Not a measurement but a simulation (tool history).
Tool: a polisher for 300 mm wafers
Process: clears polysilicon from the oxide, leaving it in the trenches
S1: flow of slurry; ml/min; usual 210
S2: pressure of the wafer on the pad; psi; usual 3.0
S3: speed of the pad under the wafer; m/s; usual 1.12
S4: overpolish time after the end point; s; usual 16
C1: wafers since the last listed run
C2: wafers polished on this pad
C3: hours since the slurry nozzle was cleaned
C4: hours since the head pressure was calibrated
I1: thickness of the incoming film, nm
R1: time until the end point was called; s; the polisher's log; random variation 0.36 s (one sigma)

run    hour   S1   S2    S3  S4    C1    C2     C3     C4     I1    R1
  1     0.0  210  3.0  1.12  16     0   749  198.0  332.2  613.2  30.5
       31.6  -- head pressure recalibrated
  2    45.4  210  3.0  1.12  16   415  1164  243.4   13.8  613.4  30.5
  3    90.7  210  3.0  1.12  16   433  1598  288.7   59.1  622.8  30.8
  4   134.0  210  3.0  1.12  16   414  2012  332.0  102.4  622.8  31.1
  5   160.7  210  3.0  1.12  16   255  2267  358.7  129.1  627.0  31.6
      210.0  -- worn pad replaced by a new one
  6   315.6  210  3.0  1.12  16  1443  1010  513.6  284.0  616.5  30.8
  7   375.0  210  3.0  1.12  13   568  1578  573.0  343.4  626.4  31.8
      434.6  -- head pressure recalibrated
  8   441.7  240  3.0  1.12  16   618  2197  639.7    7.1  631.2  31.3
      461.7  -- worn pad replaced by a new one
      483.8  -- slurry nozzle cleaned
  9   486.2  240  3.0  1.12  16   377   224    2.4   51.6  615.3  30.7
 10   540.9  240  3.0  1.12  16   523   747   57.1  106.3  619.9  30.6
 11   602.8  210  3.0  1.12  16   592  1340  119.0  168.2  628.6  31.0
 12   646.8  210  3.0  1.12  16   420  1761  163.0  212.2  615.3  31.1
 13   696.9  210  3.0  0.94  16   479  2240  213.1  262.3  623.6  36.7
      725.0  -- worn pad replaced by a new one
 14   754.1  180  2.7  1.32  11   508   278  270.3  319.5  624.3  29.7
 15   781.1  210  3.0  1.38  16   258   536  297.3  346.5  613.9  25.4
 16   851.2  175  2.2  1.42  24   670  1207  367.4  416.6  615.0  33.1
      895.4  -- head pressure recalibrated
 17   910.6  175  3.0  1.44  13   549  1756  426.8   15.2  622.0  25.1
 18   965.1  210  3.0  1.12  16   521  2277  481.3   69.7  610.4  30.8
     1025.6  -- worn pad replaced by a new one
 19  1026.1  265  3.0  1.30  25   545     5  542.3  130.7  620.9  26.4
 20  1054.6  275  2.6  1.12  16   272   277  570.8  159.2  610.7  34.0
 21  1122.2  235  3.3  0.96  10   646   924  638.4  226.8  629.9  33.8
     1160.1  -- slurry nozzle cleaned
 22  1171.1  210  3.3  1.12  16   458  1382   11.0  275.7  619.5  28.7
 23  1236.5  160  3.0  1.12  16   625  2008   76.4  341.1  622.7  32.1
     1258.8  -- head pressure recalibrated
     1268.1  -- worn pad replaced by a new one
 24  1276.0  210  3.8  1.34  25   320    75  115.9   17.2  625.3  20.9
 25  1346.7  145  3.0  1.12  26   676   751  186.6   87.9  618.6  31.5
 26  1384.0  210  3.0  1.12  16   356  1108  223.9  125.2  619.1  30.9

The tool's hidden state at each run:
removal rate lost through wear of the pad, %: 0 in every run
slurry flow missing at the pad, %: 0 in every run
deviation of the head's pressure from its setpoint, %: 0 in every run

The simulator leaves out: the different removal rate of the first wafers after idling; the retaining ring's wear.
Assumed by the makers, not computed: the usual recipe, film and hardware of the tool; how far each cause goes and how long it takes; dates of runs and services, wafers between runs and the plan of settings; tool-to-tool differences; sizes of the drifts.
